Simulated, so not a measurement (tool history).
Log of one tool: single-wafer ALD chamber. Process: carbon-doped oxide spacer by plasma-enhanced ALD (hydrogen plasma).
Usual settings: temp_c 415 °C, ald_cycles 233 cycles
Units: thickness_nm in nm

run    hour  temp_c  ald_cycles  read-back reference wafer on the same gauge, thickness_nm  thickness_nm
  1       0     415         233                                                     10.597        11.121
  2    66.6     415         202                                                     10.603          9.66
  3   159.7     408         233                                                     10.597        11.484
  4   212.6     415         233                                                     10.604        11.082
  5   252.9     415         233                                                     10.596        11.122
  6   307.3     415         233                                                     10.603        11.243
  7     362     415         233                                                     10.603        11.087
  8   445.6     415         233                                                     10.597        11.217
  9   503.1     415         233                                                     10.594        11.123
 10   591.9     415         233                                                      10.61        11.235
 11   864.3     415         265                                                     10.609        12.815
 12  1182.9     415         265                                                     10.607         12.82
       1227  -- gauge calibrated
 13  1248.4     415         265                                                     10.604        12.747
 14  1352.7     407         233                                                     10.593        11.501
 15    1412     407         233                                                     10.611        11.564
 16  1485.2     407         233                                                     10.604        11.488
 17  1533.3     415         233                                                     10.598        11.299
 18  1602.8     415         204                                                     10.607         9.899
 19  1660.8     415         204                                                     10.599          9.85
     1735.2  -- thermocouple changed; heater temperature recalibrated
 20  1760.7     415         233                                                       10.6        11.008
 21  1860.1     415         233                                                     10.598        11.031
 22  1925.6     415         233                                                     10.612        11.026
 23  2056.3     421         233                                                     10.598        10.874
 24  2133.1     420         249                                                     10.611        11.636
 25  2237.9     407         272                                                     10.595        13.257
 26  2288.1     415         233                                                      10.61        11.104
 27  2337.5     415         209                                                     10.602         9.993
 28  2396.4     415         265                                                     10.596        12.609
 29  2453.9     415         265                                                     10.603        12.667
 30  2550.7     415         233                                                     10.592        11.135
 31  2640.2     415         233                                                     10.602        11.098
 32  2712.1     415         233                                                     10.609         11.13
 33  2795.6     415         233                                                       10.6        11.175
 34  2870.2     410         221                                                     10.599         10.76
 35  2915.2     420         201                                                     10.595         9.427
 36  3005.8     409         233                                                     10.583        11.403
 37  3043.4     400         273                                                       10.6        13.572
 38  3113.1     415         233                                                     10.589        11.188
 39  3156.1     406         233                                                     10.619        11.567
 40  3196.5     415         190                                                     10.601         9.055
 41  3252.4     415         245                                                     10.593        11.718
 42  3313.6     408         253                                                     10.594        12.548
 43  3387.9     420         190                                                     10.598         8.917
 44    3489     415         265                                                     10.601        12.665
 45  3552.3     430         233                                                      10.59        10.654
 46  3591.9     429         277                                                     10.586        12.692

The tool's hidden state at each run:
gauge reads high (%): 0 in every run
H1: wafer temperature above the value expected at the setpoint (K)
run      H1
  1   -2.76
  2   -2.92
  3   -3.14
  4   -3.27
  5   -3.37
  6    -3.5
  7   -3.63
  8   -3.83
  9   -3.97
 10   -4.18
 11   -4.84
 12   -5.61
 13   -5.77
 14   -6.02
 15   -6.17
 16   -6.34
 17   -6.46
 18   -6.63
 19   -6.77
 20  0.0106
 21  -0.229
 22  -0.388
 23  -0.703
 24  -0.889
 25   -1.14
 26   -1.26
 27   -1.38
 28   -1.52
 29   -1.66
 30    -1.9
 31   -2.11
 32   -2.29
 33   -2.49
 34   -2.67
 35   -2.78
 36      -3
 37   -3.09
 38   -3.26
 39   -3.36
 40   -3.46
 41   -3.59
 42   -3.74
 43   -3.92
 44   -4.16
 45   -4.32
 46   -4.41

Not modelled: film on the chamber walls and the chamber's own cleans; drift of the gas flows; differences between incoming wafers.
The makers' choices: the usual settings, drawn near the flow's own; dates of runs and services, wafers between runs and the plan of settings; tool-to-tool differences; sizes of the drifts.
